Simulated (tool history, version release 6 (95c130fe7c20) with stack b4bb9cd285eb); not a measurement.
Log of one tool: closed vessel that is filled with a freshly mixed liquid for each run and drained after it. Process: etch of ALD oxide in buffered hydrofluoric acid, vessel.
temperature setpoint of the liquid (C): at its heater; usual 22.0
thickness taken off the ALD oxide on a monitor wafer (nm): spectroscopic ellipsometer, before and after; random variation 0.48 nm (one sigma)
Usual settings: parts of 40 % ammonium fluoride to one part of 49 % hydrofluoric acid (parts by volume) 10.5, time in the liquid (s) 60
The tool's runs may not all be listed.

run	hour	temperature setpoint of the liquid (C)	parts of 40 % ammonium fluoride to one part of 49 % hydrofluoric acid (parts by volume)	time in the liquid (s)	wafers since the last listed run	hours since the thermometer was replaced	hours since the hydrofluoric acid flow meter was replaced	hours since the gauge calibration	read-back film thickness of the ALD oxide reference wafer, read on the same gauge (nm)	thickness taken off the ALD oxide on a monitor wafer (nm)
1	0.0	22.0	10.5	90	0	921.5	1586.1	333.6	60.03	96.67
2	11.9	22.0	10.5	90	965	933.4	1598.0	345.5	59.97	96.68
3	29.0	22.0	12.5	80	1387	950.5	1615.1	362.6	60.01	71.54
4	45.6	22.0	12.5	80	1346	967.1	1631.7	379.2	59.99	71.56
5	54.7	22.0	12.5	80	738	976.2	1640.8	388.3	59.96	71.27
6	60.8	22.0	10.5	60	494	982.3	1646.9	394.4	59.99	63.44
7	76.1	22.0	10.5	60	1241	997.6	1662.2	409.7	60.02	64.02
8	88.0	22.0	10.5	60	965	1009.5	1674.1	421.6	59.99	63.24
# hour 101.8: thermometer replaced
# hour 108.9: hydrofluoric acid flow meter replaced
# hour 131.8: gauge calibrated
9	139.7	22.0	10.5	60	4031	37.9	30.8	7.9	59.94	79.68
10	155.2	22.0	10.5	60	1257	53.4	46.3	23.4	59.98	78.63
11	166.9	22.0	10.5	60	949	65.1	58.0	35.1	60.00	78.62
12	176.8	22.0	13.5	60	803	75.0	67.9	45.0	60.00	61.37
13	182.8	22.0	13.5	60	486	81.0	73.9	51.0	59.99	61.60
14	195.0	22.0	10.5	60	989	93.2	86.1	63.2	59.95	78.48
15	207.5	25.5	9.0	95	1013	105.7	98.6	75.7	60.01	168.57
16	222.9	18.0	10.5	30	1249	121.1	114.0	91.1	59.99	31.06
17	240.8	23.5	13.5	80	1451	139.0	131.9	109.0	59.99	88.57
18	250.0	18.5	7.0	90	746	148.2	141.1	118.2	60.05	141.43
19	262.4	22.0	13.5	60	1005	160.6	153.5	130.6	60.00	60.65
20	270.2	17.0	6.5	60	632	168.4	161.3	138.4	60.04	91.61
21	281.7	20.5	13.0	85	932	179.9	172.8	149.9	60.00	81.95
22	289.0	22.0	10.5	60	592	187.2	180.1	157.2	59.99	76.90
23	306.2	22.0	10.5	60	1395	204.4	197.3	174.4	59.98	76.33
24	323.6	26.0	9.0	50	1411	221.8	214.7	191.8	60.00	88.98
25	338.2	20.0	9.0	80	1184	236.4	229.3	206.4	60.03	104.04
26	380.9	24.0	14.0	45	3463	279.1	272.0	249.1	59.98	48.16
27	388.0	22.0	13.5	60	575	286.2	279.1	256.2	59.99	59.32
28	397.5	20.0	10.5	80	770	295.7	288.6	265.7	60.02	89.74
29	405.8	20.0	9.0	80	673	304.0	296.9	274.0	59.97	102.08
30	414.3	25.0	9.0	35	689	312.5	305.4	282.5	60.04	57.86
31	449.6	25.0	7.5	30	2863	347.8	340.7	317.8	59.96	59.75
32	463.4	19.0	9.0	60	1119	361.6	354.5	331.6	60.00	70.79
33	470.2	19.5	8.5	30	551	368.4	361.3	338.4	60.00	38.63
34	478.4	22.0	10.5	30	665	376.6	369.5	346.6	59.99	37.20

Forecast each of these 4 alternatives for the next run:
A	479.1	26.0	10.5	60	56	377.3	370.2	347.3	?	?
B	479.1	24.5	13.0	80	56	377.3	370.2	347.3	?	?
C	479.1	25.5	8.5	60	56	377.3	370.2	347.3	?	?
D	479.1	25.5	12.0	90	56	377.3	370.2	347.3	?	?

run	read-back film thickness of the ALD oxide reference wafer, read on the same gauge (nm)	thickness taken off the ALD oxide on a monitor wafer (nm)
A	60.00	92.39
B	60.00	92.14
C	60.00	106.75
D	60.00	118.39
Without the tool's hidden state the same runs would have given:
run	thickness taken off the ALD oxide on a monitor wafer (nm)
A	99.42
B	99.22
C	115.37
D	127.44
